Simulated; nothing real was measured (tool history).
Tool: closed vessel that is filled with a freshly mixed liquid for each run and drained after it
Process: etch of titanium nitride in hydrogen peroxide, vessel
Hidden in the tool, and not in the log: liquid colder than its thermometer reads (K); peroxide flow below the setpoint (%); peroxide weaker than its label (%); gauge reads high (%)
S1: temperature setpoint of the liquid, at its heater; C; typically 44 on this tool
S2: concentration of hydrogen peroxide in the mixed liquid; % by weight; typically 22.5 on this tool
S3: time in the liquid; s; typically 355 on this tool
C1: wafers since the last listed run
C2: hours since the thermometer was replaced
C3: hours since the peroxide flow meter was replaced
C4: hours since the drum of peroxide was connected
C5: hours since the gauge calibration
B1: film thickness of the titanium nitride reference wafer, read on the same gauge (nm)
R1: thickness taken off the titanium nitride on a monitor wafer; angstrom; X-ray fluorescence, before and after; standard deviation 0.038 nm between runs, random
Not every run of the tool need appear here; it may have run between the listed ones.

Run 1, day 0: usual settings but S3 270 s; C1 0; C2 2449.4; C3 1022; C4 473.4; C5 109; B1 60.01. Result: R1 119.1 angstrom.
Run 2, day 0.742: usual settings but S3 270 s; C1 2052; C2 2467.2; C3 1039.8; C4 491.2; C5 126.8; B1 60.01. Result: R1 118.6 angstrom.
Run 3, day 1.146: usual settings but S1 50.5 C, S3 495 s; C1 1118; C2 2476.9; C3 1049.5; C4 500.9; C5 136.5; B1 59.96. Result: R1 351.9 angstrom.
Run 4, day 1.588: usual settings but S1 50.5 C, S3 495 s; C1 1222; C2 2487.5; C3 1060.1; C4 511.5; C5 147.1; B1 59.98. Result: R1 352 angstrom.
Run 5, day 2.204: usual settings but S3 510 s; C1 1706; C2 2502.3; C3 1074.9; C4 526.3; C5 161.9; B1 59.98. Result: R1 223.5 angstrom.
Run 6, day 2.788: usual settings but S3 510 s; C1 1614; C2 2516.3; C3 1088.9; C4 540.3; C5 175.9; B1 60.02. Result: R1 222.6 angstrom.
Run 7, day 3.242: usual settings; C1 1256; C2 2527.2; C3 1099.8; C4 551.2; C5 186.8; B1 60.02. Result: R1 154.6 angstrom.
At day 3.383: gauge calibrated.
Run 8, day 3.796: usual settings; C1 1533; C2 2540.5; C3 1113.1; C4 564.5; C5 9.9; B1 59.99. Result: R1 154.6 angstrom.
At day 4.408: peroxide flow meter replaced.
Run 9, day 4.525: usual settings but S1 48 C, S2 20 % by weight, S3 290 s; C1 1902; C2 2558; C3 2.8; C4 582; C5 27.4; B1 60.03. Result: R1 166.2 angstrom.
At day 4.871: thermometer replaced.
Run 10, day 5.058: usual settings but S1 50.5 C, S3 495 s; C1 1360; C2 4.5; C3 15.6; C4 594.8; C5 40.2; B1 60. Result: R1 411.5 angstrom.
Run 11, day 5.683: usual settings but S1 47.5 C, S2 19.5 % by weight, S3 550 s; C1 1729; C2 19.5; C3 30.6; C4 609.8; C5 55.2; B1 60.01. Result: R1 356.9 angstrom.
Run 12, day 6.129: usual settings but S1 49 C, S2 26.5 % by weight, S3 530 s; C1 1233; C2 30.2; C3 41.3; C4 620.5; C5 65.9; B1 60.02. Result: R1 408.6 angstrom.
At day 6.392: new drum of peroxide connected.
Run 13, day 6.633: usual settings but S1 46.5 C, S2 18 % by weight, S3 485 s; C1 1280; C2 42.3; C3 53.4; C4 5.8; C5 78; B1 60.03. Result: R1 294.3 angstrom.
Run 14, day 7.129: usual settings but S1 50.5 C, S3 495 s; C1 1372; C2 54.2; C3 65.3; C4 17.7; C5 89.9; B1 60.01. Result: R1 421 angstrom.
Run 15, day 8.475: usual settings but S2 25.5 % by weight, S3 265 s; C1 3724; C2 86.5; C3 97.6; C4 50; C5 122.2; B1 59.96. Result: R1 142.7 angstrom.
Run 16, day 9.2: usual settings but S1 38.5 C, S2 16 % by weight, S3 275 s; C1 2006; C2 103.9; C3 115; C4 67.4; C5 139.6; B1 60.01. Result: R1 88.1 angstrom.
Run 17, day 9.538: usual settings but S1 50 C, S2 27 % by weight; C1 934; C2 112; C3 123.1; C4 75.5; C5 147.7; B1 59.99. Result: R1 301 angstrom.

Had the tool no unlogged condition, and each run kept its random variation, what would the results have been?
run     R1
  1  143.1
  2  142.9
  3  421.6
  4  421.9
  5  270.2
  6  269.4
  7  187.4
  8  187.5
  9  201.1
 10  421.7
 11  366.1
 12  419.8
 13  295.8
 14  423.6
 15  144.1
 16     89
 17  304.5

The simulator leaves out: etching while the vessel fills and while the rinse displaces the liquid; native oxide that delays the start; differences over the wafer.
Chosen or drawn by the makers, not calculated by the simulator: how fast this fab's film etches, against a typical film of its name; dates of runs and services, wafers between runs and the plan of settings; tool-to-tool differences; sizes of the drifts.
